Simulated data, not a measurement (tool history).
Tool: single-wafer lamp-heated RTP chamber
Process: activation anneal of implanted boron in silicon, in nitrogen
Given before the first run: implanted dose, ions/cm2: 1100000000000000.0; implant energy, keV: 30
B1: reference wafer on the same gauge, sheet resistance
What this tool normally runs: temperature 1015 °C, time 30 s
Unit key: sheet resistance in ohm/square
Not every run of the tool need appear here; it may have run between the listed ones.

Run 1, hour 0: usual settings; B1 98.99. Result: sheet resistance 105.11 ohm/square.
Run 2, hour 32.1: usual settings; B1 98.98. Result: sheet resistance 105.27 ohm/square.
Run 3, hour 59.5: usual settings; B1 98.98. Result: sheet resistance 104.77 ohm/square.
Run 4, hour 94.9: usual settings but time 21 s; B1 99.03. Result: sheet resistance 105.62 ohm/square.
Run 5, hour 113.1: usual settings; B1 99.04. Result: sheet resistance 104.78 ohm/square.
Run 6, hour 129.3: usual settings; B1 99. Result: sheet resistance 104.67 ohm/square.
Run 7, hour 149.5: usual settings; B1 99.03. Result: sheet resistance 104.19 ohm/square.
Run 8, hour 185: usual settings but temperature 1022 °C, time 19 s; B1 99.01. Result: sheet resistance 104.31 ohm/square.
Run 9, hour 209.9: usual settings but temperature 1022 °C, time 19 s; B1 98.99. Result: sheet resistance 104.41 ohm/square.
Run 10, hour 222.9: usual settings but temperature 1022 °C, time 19 s; B1 99.01. Result: sheet resistance 103.95 ohm/square.
Run 11, hour 235.5: usual settings; B1 99. Result: sheet resistance 104.49 ohm/square.
Run 12, hour 271.2: usual settings; B1 99.04. Result: sheet resistance 104.25 ohm/square.
Run 13, hour 302.7: usual settings but temperature 1007 °C, time 37 s; B1 98.99. Result: sheet resistance 104.75 ohm/square.
Run 14, hour 336.2: usual settings but temperature 1000 °C; B1 98.96. Result: sheet resistance 105.5 ohm/square.
Run 15, hour 354.6: usual settings but temperature 1000 °C; B1 99.02. Result: sheet resistance 105.36 ohm/square.
Run 16, hour 370.5: usual settings but temperature 1004 °C, time 44 s; B1 99.01. Result: sheet resistance 104.41 ohm/square.
Run 17, hour 392.7: usual settings but temperature 1044 °C, time 20 s; B1 98.99. Result: sheet resistance 102.27 ohm/square.
Run 18, hour 407: usual settings but temperature 990 °C, time 44 s; B1 99.02. Result: sheet resistance 106.65 ohm/square.
Run 19, hour 419.7: usual settings but temperature 1000 °C, time 37 s; B1 99.02. Result: sheet resistance 105.09 ohm/square.
Run 20, hour 438.6: usual settings; B1 99.01. Result: sheet resistance 103.81 ohm/square.
At hour 448.3: pyrometer window cleaned and pyrometer calibrated.
Run 21, hour 473.2: usual settings but temperature 1030 °C, time 19 s; B1 99.03. Result: sheet resistance 104.32 ohm/square.
At hour 495.1: gauge calibrated.
Run 22, hour 502.2: usual settings; B1 98.99. Result: sheet resistance 104.73 ohm/square.
At hour 558.4: reflector plate cleaned.
Run 23, hour 572.2: usual settings; B1 99.01. Result: sheet resistance 104.63 ohm/square.
Run 24, hour 588.5: usual settings but temperature 1004 °C, time 46 s; B1 98.97. Result: sheet resistance 105.25 ohm/square.
Run 25, hour 618: usual settings but temperature 1040 °C; B1 98.99. Result: sheet resistance 103.09 ohm/square.
Run 26, hour 630.6: usual settings but temperature 995 °C, time 24 s; B1 98.99. Result: sheet resistance 108.08 ohm/square.
Run 27, hour 658.9: usual settings but temperature 1023 °C, time 21 s; B1 98.97. Result: sheet resistance 104.12 ohm/square.
Run 28, hour 682.3: usual settings but time 47 s; B1 98.99. Result: sheet resistance 103.81 ohm/square.
Run 29, hour 712.5: usual settings; B1 98.99. Result: sheet resistance 104.44 ohm/square.
Run 30, hour 724.5: usual settings but temperature 1044 °C, time 21 s; B1 99.01. Result: sheet resistance 103.26 ohm/square.
Run 31, hour 741.3: usual settings; B1 99.03. Result: sheet resistance 104.53 ohm/square.

Alternative continuations, all from the tool just after run 31; predict every row:
Run A, hour 741.7: usual settings but time 24 s; B1 ?. Result: sheet resistance ?.
Run B, hour 741.7: usual settings but temperature 1033 °C, time 19 s; B1 ?. Result: sheet resistance ?.
Run C, hour 741.7: usual settings but temperature 1043 °C, time 13 s; B1 ?. Result: sheet resistance ?.
Run D, hour 741.7: usual settings but temperature 1043 °C; B1 ?. Result: sheet resistance ?.
Run E, hour 741.7: usual settings but temperature 1024 °C, time 40 s; B1 ?. Result: sheet resistance ?.

run     B1  sheet resistance
  A  99.02            104.67
  B  99.02             103.6
  C  99.02            103.46
  D  99.02            102.52
  E  99.02            103.36
Take away the tool's hidden state, keep each run's random variation, and the runs would have read:
run  sheet resistance
  A            105.49
  B            104.12
  C            103.83
  D               103
  E            104.02
